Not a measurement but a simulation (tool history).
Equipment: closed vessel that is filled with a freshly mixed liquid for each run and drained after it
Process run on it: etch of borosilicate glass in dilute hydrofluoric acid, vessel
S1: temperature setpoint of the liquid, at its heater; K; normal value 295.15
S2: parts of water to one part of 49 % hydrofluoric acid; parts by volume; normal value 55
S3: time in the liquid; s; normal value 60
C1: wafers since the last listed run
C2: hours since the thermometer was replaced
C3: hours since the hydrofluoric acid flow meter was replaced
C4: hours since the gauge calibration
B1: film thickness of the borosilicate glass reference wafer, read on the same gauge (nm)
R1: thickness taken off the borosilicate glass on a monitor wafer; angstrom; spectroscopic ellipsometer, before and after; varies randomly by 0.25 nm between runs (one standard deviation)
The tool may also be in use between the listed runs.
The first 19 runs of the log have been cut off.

run,hour,S1,S2,S3,C1,C2,C3,C4,B1,R1
20,1544.0,293.65,80,60,6784,1267.7,1601.8,650.7,150.00,221.7
# hour 1590.6: thermometer replaced
21,1648.2,295.15,55,60,9335,57.6,1706.0,754.9,149.99,352.6
22,1717.7,295.15,30,40,6286,127.1,1775.5,824.4,150.02,444.6
23,1781.5,290.15,55,90,5771,190.9,1839.3,888.2,150.02,428.5
# hour 1846.2: hydrofluoric acid flow meter replaced
24,2061.2,300.15,30,75,25210,470.6,215.0,1167.9,149.99,1074.6
25,2120.0,295.15,55,30,5318,529.4,273.8,1226.7,150.01,187.0
26,2220.0,295.15,55,75,9045,629.4,373.8,1326.7,149.99,461.6
27,2261.0,291.15,45,90,3708,670.4,414.8,1367.7,149.99,564.9
28,2327.9,292.65,55,30,6051,737.3,481.7,1434.6,149.98,164.8
29,2397.9,299.15,45,35,6331,807.3,551.7,1504.6,150.00,311.7
30,2453.8,295.15,55,60,5056,863.2,607.6,1560.5,150.00,365.5
# hour 2480.0: gauge calibrated
31,2559.8,295.15,55,60,9588,969.2,713.6,79.8,149.98,362.2
32,2606.8,295.15,30,40,4251,1016.2,760.6,126.8,149.99,455.8
33,2702.3,295.15,25,60,8638,1111.7,856.1,222.3,150.02,820.9
# hour 2750.9: thermometer replaced
34,2801.8,295.15,55,60,8909,50.9,955.6,321.8,150.01,357.4

Here are 3 independent what-if runs from the current tool condition. What would each one return?
A,2802.5,295.15,55,60,63,51.6,956.3,322.5,?,?
B,2802.5,292.65,55,90,63,51.6,956.3,322.5,?,?
C,2802.5,291.15,25,35,63,51.6,956.3,322.5,?,?

run,B1,R1
A,150.00,358.1
B,150.00,483.5
C,150.00,402.2
Had the tool no hidden state, the same runs would have come out as:
run,R1
A,373.6
B,504.5
C,418.9

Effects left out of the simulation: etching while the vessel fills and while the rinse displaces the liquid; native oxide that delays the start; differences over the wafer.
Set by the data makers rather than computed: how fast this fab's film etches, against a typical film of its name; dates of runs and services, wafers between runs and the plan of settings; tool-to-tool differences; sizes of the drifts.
